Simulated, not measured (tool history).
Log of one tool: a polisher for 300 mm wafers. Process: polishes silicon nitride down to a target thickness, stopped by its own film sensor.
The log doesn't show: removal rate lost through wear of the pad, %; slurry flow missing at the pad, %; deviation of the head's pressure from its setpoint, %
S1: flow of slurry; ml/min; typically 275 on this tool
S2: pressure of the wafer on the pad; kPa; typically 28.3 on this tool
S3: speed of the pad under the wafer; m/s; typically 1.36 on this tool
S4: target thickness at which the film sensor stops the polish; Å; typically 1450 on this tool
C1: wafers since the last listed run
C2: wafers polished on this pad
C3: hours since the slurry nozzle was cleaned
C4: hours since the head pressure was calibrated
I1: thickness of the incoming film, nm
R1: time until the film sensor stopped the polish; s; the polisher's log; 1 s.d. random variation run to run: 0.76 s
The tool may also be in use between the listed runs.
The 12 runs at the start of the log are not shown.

{"run": 13, "hour": 331.3, "S1": 275, "S2": 35.9, "S3": 1.36, "S4": 1450, "C1": 259, "C2": 2114, "C3": 163.7, "C4": 426, "I1": 384.7, "R1": 80.1}
{"hour": 362.2, "done": "worn pad replaced by a new one"}
{"run": 14, "hour": 362.7, "S1": 275, "S2": 28.3, "S3": 1, "S4": 1450, "C1": 317, "C2": 5, "C3": 195.1, "C4": 457.4, "I1": 390.5, "R1": 121.6}
{"run": 15, "hour": 371.0, "S1": 275, "S2": 28.3, "S3": 1.36, "S4": 1450, "C1": 96, "C2": 101, "C3": 203.4, "C4": 465.7, "I1": 388, "R1": 96.6}
{"run": 16, "hour": 388.3, "S1": 275, "S2": 28.3, "S3": 1.36, "S4": 1450, "C1": 200, "C2": 302, "C3": 220.7, "C4": 483, "I1": 388, "R1": 94.8}
{"hour": 408.2, "done": "head pressure recalibrated"}
{"run": 17, "hour": 412.1, "S1": 275, "S2": 35.9, "S3": 1.36, "S4": 2200, "C1": 252, "C2": 555, "C3": 244.5, "C4": 3.9, "I1": 392.1, "R1": 59.4}
{"hour": 433.8, "done": "slurry nozzle cleaned"}
{"run": 18, "hour": 435.7, "S1": 275, "S2": 28.3, "S3": 1.78, "S4": 1450, "C1": 262, "C2": 817, "C3": 1.9, "C4": 27.5, "I1": 390.7, "R1": 73.9}
{"run": 19, "hour": 543.6, "S1": 275, "S2": 28.3, "S3": 1.84, "S4": 1450, "C1": 1251, "C2": 2069, "C3": 109.8, "C4": 135.4, "I1": 389.5, "R1": 73}
{"run": 20, "hour": 561.4, "S1": 275, "S2": 28.3, "S3": 1.36, "S4": 1450, "C1": 206, "C2": 2275, "C3": 127.6, "C4": 153.2, "I1": 388.1, "R1": 91.5}
{"run": 21, "hour": 587.5, "S1": 275, "S2": 20.7, "S3": 1.36, "S4": 1450, "C1": 302, "C2": 2578, "C3": 153.7, "C4": 179.3, "I1": 384.6, "R1": 110.8}
{"run": 22, "hour": 612.9, "S1": 275, "S2": 28.3, "S3": 1.36, "S4": 1450, "C1": 294, "C2": 2872, "C3": 179.1, "C4": 204.7, "I1": 389.5, "R1": 94.2}
{"hour": 617.5, "done": "worn pad replaced by a new one"}
{"run": 23, "hour": 640.1, "S1": 230, "S2": 31.7, "S3": 1.56, "S4": 970, "C1": 269, "C2": 262, "C3": 206.3, "C4": 231.9, "I1": 385.7, "R1": 96.4}
{"hour": 642.6, "done": "slurry nozzle cleaned"}
{"run": 24, "hour": 666.9, "S1": 275, "S2": 28.3, "S3": 1.52, "S4": 1450, "C1": 299, "C2": 561, "C3": 24.3, "C4": 258.7, "I1": 391, "R1": 84.7}
{"run": 25, "hour": 700.3, "S1": 245, "S2": 28.3, "S3": 1.68, "S4": 1450, "C1": 387, "C2": 949, "C3": 57.7, "C4": 292.1, "I1": 388.5, "R1": 79}
{"run": 26, "hour": 725.1, "S1": 275, "S2": 28.3, "S3": 1.36, "S4": 1450, "C1": 287, "C2": 1236, "C3": 82.5, "C4": 316.9, "I1": 394.8, "R1": 94}
{"run": 27, "hour": 760.2, "S1": 340, "S2": 28.3, "S3": 1.36, "S4": 1450, "C1": 407, "C2": 1643, "C3": 117.6, "C4": 352, "I1": 388.6, "R1": 90.6}
{"run": 28, "hour": 778.4, "S1": 275, "S2": 28.3, "S3": 1.16, "S4": 1450, "C1": 211, "C2": 1854, "C3": 135.8, "C4": 370.2, "I1": 385.1, "R1": 103.6}
{"run": 29, "hour": 802.9, "S1": 275, "S2": 28.3, "S3": 1.36, "S4": 1450, "C1": 284, "C2": 2139, "C3": 160.3, "C4": 394.7, "I1": 387, "R1": 92.4}
{"run": 30, "hour": 832.8, "S1": 275, "S2": 28.3, "S3": 1.36, "S4": 1450, "C1": 346, "C2": 2485, "C3": 190.2, "C4": 424.6, "I1": 392.3, "R1": 96.1}
{"hour": 846.1, "done": "worn pad replaced by a new one"}
{"run": 31, "hour": 859.4, "S1": 245, "S2": 31, "S3": 1.1, "S4": 1990, "C1": 262, "C2": 154, "C3": 216.8, "C4": 451.2, "I1": 392.5, "R1": 85.9}
{"run": 32, "hour": 888.8, "S1": 220, "S2": 28.3, "S3": 1.58, "S4": 1450, "C1": 340, "C2": 495, "C3": 246.2, "C4": 480.6, "I1": 396, "R1": 91.4}
{"hour": 892.7, "done": "slurry nozzle cleaned"}
{"run": 33, "hour": 904.0, "S1": 275, "S2": 28.3, "S3": 1.6, "S4": 1730, "C1": 164, "C2": 660, "C3": 11.3, "C4": 495.8, "I1": 385.4, "R1": 70.6}
{"run": 34, "hour": 919.0, "S1": 275, "S2": 28.3, "S3": 1.58, "S4": 1450, "C1": 173, "C2": 834, "C3": 26.3, "C4": 510.8, "I1": 385.4, "R1": 81.4}
{"hour": 934.6, "done": "head pressure recalibrated"}
{"run": 35, "hour": 948.1, "S1": 275, "S2": 28.3, "S3": 0.9, "S4": 670, "C1": 314, "C2": 1148, "C3": 55.4, "C4": 13.5, "I1": 383, "R1": 168.2}
{"run": 36, "hour": 962.0, "S1": 210, "S2": 31.7, "S3": 1.6, "S4": 1450, "C1": 161, "C2": 1309, "C3": 69.3, "C4": 27.4, "I1": 392.6, "R1": 79.4}

Alternative continuations, all from the tool just after run 36; predict every row:
{"run": "A", "hour": 962.4, "S1": 275, "S2": 28.3, "S3": 1.36, "S4": 1940, "C1": 4, "C2": 1314, "C3": 69.7, "C4": 27.8, "I1": 388.8, "R1": "?"}
{"run": "B", "hour": 962.4, "S1": 275, "S2": 31, "S3": 1.36, "S4": 600, "C1": 4, "C2": 1314, "C3": 69.7, "C4": 27.8, "I1": 388.8, "R1": "?"}
{"run": "C", "hour": 962.4, "S1": 340, "S2": 35.2, "S3": 1.36, "S4": 2280, "C1": 4, "C2": 1314, "C3": 69.7, "C4": 27.8, "I1": 388.8, "R1": "?"}
{"run": "D", "hour": 962.4, "S1": 360, "S2": 28.3, "S3": 0.88, "S4": 1450, "C1": 4, "C2": 1314, "C3": 69.7, "C4": 27.8, "I1": 388.8, "R1": "?"}
{"run": "E", "hour": 962.4, "S1": 340, "S2": 28.3, "S3": 1.36, "S4": 860, "C1": 4, "C2": 1314, "C3": 69.7, "C4": 27.8, "I1": 388.8, "R1": "?"}

run=A R1=73.6
run=B R1=117.3
run=C R1=51.8
run=D R1=127
run=E R1=111.9
The same runs, with their run-to-run variation unchanged, on a tool lacking any hidden condition would have given:
run=A R1=73.1
run=B R1=116.5
run=C R1=51.6
run=D R1=126.4
run=E R1=111.3
